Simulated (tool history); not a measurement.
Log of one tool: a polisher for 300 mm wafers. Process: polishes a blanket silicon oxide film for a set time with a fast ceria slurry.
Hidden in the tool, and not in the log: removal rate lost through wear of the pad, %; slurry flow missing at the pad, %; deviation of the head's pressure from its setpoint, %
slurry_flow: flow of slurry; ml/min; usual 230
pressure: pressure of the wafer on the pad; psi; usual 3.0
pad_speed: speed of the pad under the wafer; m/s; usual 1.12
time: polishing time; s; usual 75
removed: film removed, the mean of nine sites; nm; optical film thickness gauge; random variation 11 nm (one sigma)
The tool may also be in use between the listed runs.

run     day  slurry_flow  pressure  pad_speed  time  wafers since the last listed run  wafers polished on this pad  hours since the slurry nozzle was cleaned  hours since the head pressure was calibrated  incoming thickness of the incoming film, nm  removed
  1   0.000          230       3.0       1.12    75                                 0                          594                                       11.9                                         581.0                                       3954.6   1321.9
  2   0.679          230       3.0       1.12    75                               200                          794                                       28.2                                         597.3                                       3964.2   1315.3
  3   2.138          230       3.0       1.30    75                               431                         1226                                       63.2                                         632.3                                       4063.1   1540.8
      2.667  -- worn pad replaced by a new one
  4   3.025          230       3.0       1.30    75                               213                          105                                       84.5                                         653.6                                       3954.5   1535.8
  5   3.804          230       3.0       1.40    75                               230                          336                                      103.2                                         672.3                                       3948.0   1630.0
  6   6.096          230       3.0       1.40    75                               677                         1013                                      158.2                                         727.3                                       3928.7   1666.1
  7   7.417          230       3.0       1.40    75                               390                         1404                                      189.9                                         759.0                                       3985.6   1670.2
      7.700  -- worn pad replaced by a new one
  8   8.342          230       3.0       1.12    75                               224                          189                                      212.1                                         781.2                                       3953.2   1336.9
  9   9.821          230       3.0       1.12    75                               437                          626                                      247.6                                         816.7                                       3973.0   1318.2
 10  10.733          230       3.0       1.12    75                               269                          896                                      269.5                                         838.6                                       3945.7   1334.5
 11  11.900          230       3.0       1.12    86                               345                         1241                                      297.5                                         866.6                                       4000.1   1497.7
     12.067  -- head pressure recalibrated
     12.612  -- worn pad replaced by a new one
 12  12.788          230       4.0       0.74    53                               188                           51                                      318.8                                          17.3                                       4011.8    819.0
 13  13.692          295       3.0       1.34    75                               267                          319                                      340.5                                          39.0                                       4034.2   1609.2
 14  14.429          230       3.7       1.12    75                               218                          537                                      358.2                                          56.7                                       3946.5   1648.9
 15  16.846          230       3.0       1.12    89                               714                         1251                                      416.2                                         114.7                                       4000.7   1599.2
     17.571  -- worn pad replaced by a new one
     17.975  -- slurry nozzle cleaned
 16  18.162          230       3.0       1.12    75                               327                          162                                        4.5                                         146.3                                       3976.3   1322.4
 17  19.588          230       2.2       1.12    75                               421                          584                                       38.7                                         180.5                                       3984.2    973.9
 18  20.121          230       3.9       1.34    75                               157                          741                                       51.5                                         193.3                                       3978.1   2055.2
 19  21.392          230       3.0       1.12    75                               375                         1117                                       82.0                                         223.8                                       3996.3   1324.4
     22.821  -- worn pad replaced by a new one
 20  22.842          230       3.0       0.94    54                               379                            5                                      116.8                                         258.6                                       3903.0    799.9
 21  23.296          230       3.0       1.12    84                               134                          140                                      127.7                                         269.5                                       4018.7   1485.8

Forecast each of these 4 alternatives for the next run:
  A  23.312          230       3.0       1.12    75                                 4                          145                                      128.1                                         269.9                                       3973.7        ?
  B  23.312          230       2.2       0.84    75                                 4                          145                                      128.1                                         269.9                                       3973.7        ?
  C  23.312          230       3.9       1.12    75                                 4                          145                                      128.1                                         269.9                                       3973.7        ?
  D  23.312          195       3.0       1.12    75                                 4                          145                                      128.1                                         269.9                                       3973.7        ?

run  removed
  A   1323.2
  B    728.0
  C   1720.1
  D   1293.0
Without the tool's hidden state the same runs would have given:
run  removed
  A   1323.2
  B    728.0
  C   1720.1
  D   1293.0
